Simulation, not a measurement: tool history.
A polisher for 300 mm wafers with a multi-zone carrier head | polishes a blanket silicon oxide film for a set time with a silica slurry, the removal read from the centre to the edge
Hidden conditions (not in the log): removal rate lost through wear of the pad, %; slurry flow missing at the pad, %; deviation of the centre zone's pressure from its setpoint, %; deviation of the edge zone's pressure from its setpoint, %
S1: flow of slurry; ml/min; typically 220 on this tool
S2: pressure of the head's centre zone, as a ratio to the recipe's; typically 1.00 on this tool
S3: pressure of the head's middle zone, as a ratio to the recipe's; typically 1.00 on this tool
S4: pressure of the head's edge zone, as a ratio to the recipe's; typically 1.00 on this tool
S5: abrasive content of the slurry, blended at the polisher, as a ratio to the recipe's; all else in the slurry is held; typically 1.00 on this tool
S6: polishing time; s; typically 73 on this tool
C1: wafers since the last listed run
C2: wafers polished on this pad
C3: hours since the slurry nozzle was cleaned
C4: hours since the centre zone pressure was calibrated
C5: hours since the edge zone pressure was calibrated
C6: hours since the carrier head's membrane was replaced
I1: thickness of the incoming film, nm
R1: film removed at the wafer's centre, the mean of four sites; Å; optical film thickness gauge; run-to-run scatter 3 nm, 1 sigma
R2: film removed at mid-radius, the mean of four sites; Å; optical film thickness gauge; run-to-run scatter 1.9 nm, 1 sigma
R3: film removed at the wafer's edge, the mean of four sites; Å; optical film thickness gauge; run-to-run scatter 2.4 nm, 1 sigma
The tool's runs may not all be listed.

| run | hour | S1 | S2 | S3 | S4 | S5 | S6 | C1 | C2 | C3 | C4 | C5 | C6 | I1 | R1 | R2 | R3 |
|---|---|---|---|---|---|---|---|---|---|---|---|---|---|---|---|---|---|
| 1 | 0.0 | 220 | 1.00 | 1.00 | 1.00 | 1.00 | 73 | 0 | 4842 | 507.5 | 153.3 | 208.5 | 850.9 | 1306.9 | 2063 | 1961 | 1959 |
| 2 | 40.1 | 220 | 1.00 | 0.94 | 1.00 | 1.00 | 60 | 293 | 5136 | 547.6 | 193.4 | 248.6 | 891.0 | 1326.4 | 1712 | 1535 | 1575 |
| 3 | 93.6 | 220 | 1.00 | 1.00 | 1.00 | 1.00 | 73 | 391 | 5527 | 601.1 | 246.9 | 302.1 | 944.5 | 1339.8 | 2181 | 1961 | 1964 |
|  | 137.9 | worn pad replaced by a new one |
|  | 160.7 | carrier head's membrane replaced by a new one |
| 4 | 189.0 | 220 | 1.00 | 1.11 | 1.00 | 1.00 | 73 | 632 | 337 | 696.5 | 342.3 | 397.5 | 28.3 | 1347.5 | 2137 | 2108 | 1957 |
|  | 229.2 | slurry nozzle cleaned |
| 5 | 273.7 | 220 | 1.09 | 1.09 | 1.00 | 1.00 | 97 | 612 | 949 | 44.5 | 427.0 | 482.2 | 113.0 | 1349.4 | 3129 | 2790 | 2602 |
| 6 | 338.4 | 220 | 1.00 | 1.00 | 1.00 | 0.90 | 73 | 473 | 1422 | 109.2 | 491.7 | 546.9 | 177.7 | 1336.8 | 2031 | 1814 | 1868 |
| 7 | 494.5 | 200 | 1.03 | 0.93 | 0.93 | 1.00 | 73 | 1141 | 2564 | 265.3 | 647.8 | 703.0 | 333.8 | 1358.3 | 2212 | 1865 | 1887 |
| 8 | 577.3 | 290 | 1.00 | 1.00 | 1.10 | 1.10 | 73 | 605 | 3170 | 348.1 | 730.6 | 785.8 | 416.6 | 1331.8 | 2400 | 2198 | 2220 |
|  | 656.7 | centre zone pressure recalibrated |
| 9 | 657.9 | 295 | 1.00 | 1.04 | 1.00 | 1.00 | 62 | 575 | 3745 | 428.7 | 1.2 | 866.4 | 497.2 | 1331.2 | 1737 | 1758 | 1740 |
|  | 761.9 | edge zone pressure recalibrated |
|  | 956.2 | worn pad replaced by a new one |
| 10 | 967.9 | 275 | 1.00 | 1.00 | 1.11 | 1.15 | 65 | 2224 | 85 | 738.7 | 311.2 | 206.0 | 807.2 | 1304.7 | 2145 | 1946 | 2106 |
|  | 1002.0 | slurry nozzle cleaned |
| 11 | 1009.1 | 220 | 1.11 | 1.00 | 0.93 | 1.00 | 73 | 294 | 379 | 7.1 | 352.4 | 247.2 | 848.4 | 1339.9 | 2406 | 1967 | 1917 |
| 12 | 1093.3 | 245 | 1.00 | 1.00 | 1.00 | 1.00 | 73 | 615 | 995 | 91.3 | 436.6 | 331.4 | 932.6 | 1327.5 | 2209 | 2035 | 1972 |
| 13 | 1132.5 | 220 | 0.91 | 1.00 | 1.00 | 1.00 | 73 | 286 | 1282 | 130.5 | 475.8 | 370.6 | 971.8 | 1330.1 | 2036 | 1997 | 1947 |
|  | 1226.0 | carrier head's membrane replaced by a new one |
| 14 | 1226.5 | 220 | 1.00 | 1.00 | 1.00 | 1.00 | 73 | 651 | 1933 | 224.5 | 569.8 | 464.6 | 0.5 | 1360.1 | 2232 | 1986 | 1965 |
|  | 1299.5 | centre zone pressure recalibrated |
| 15 | 1313.3 | 170 | 1.08 | 0.91 | 1.00 | 1.00 | 61 | 620 | 2553 | 311.3 | 13.8 | 551.4 | 87.3 | 1356.7 | 1724 | 1485 | 1645 |
| 16 | 1356.3 | 220 | 1.00 | 1.00 | 1.00 | 1.00 | 73 | 314 | 2868 | 354.3 | 56.8 | 594.4 | 130.3 | 1309.0 | 2004 | 1960 | 1956 |
| 17 | 1416.1 | 220 | 1.00 | 1.00 | 1.00 | 1.20 | 73 | 437 | 3305 | 414.1 | 116.6 | 654.2 | 190.1 | 1344.9 | 2283 | 2190 | 2192 |
| 18 | 1458.7 | 220 | 1.00 | 1.04 | 1.00 | 1.00 | 73 | 311 | 3617 | 456.7 | 159.2 | 696.8 | 232.7 | 1312.5 | 2080 | 2020 | 1969 |

Run 19 is up next; what results do you expect?
| 19 | 1511.4 | 220 | 1.00 | 1.00 | 1.00 | 1.00 | 73 | 385 | 4002 | 509.4 | 211.9 | 749.5 | 285.4 | 1322.4 | ? | ? | ? |

R1: 2110 Å
R2: 1970 Å
R3: 1988 Å
If the tool had no hidden condition, the same run with the same run-to-run variation would have returned R1 1970 Å, R2 1971 Å, R3 1988 Å.

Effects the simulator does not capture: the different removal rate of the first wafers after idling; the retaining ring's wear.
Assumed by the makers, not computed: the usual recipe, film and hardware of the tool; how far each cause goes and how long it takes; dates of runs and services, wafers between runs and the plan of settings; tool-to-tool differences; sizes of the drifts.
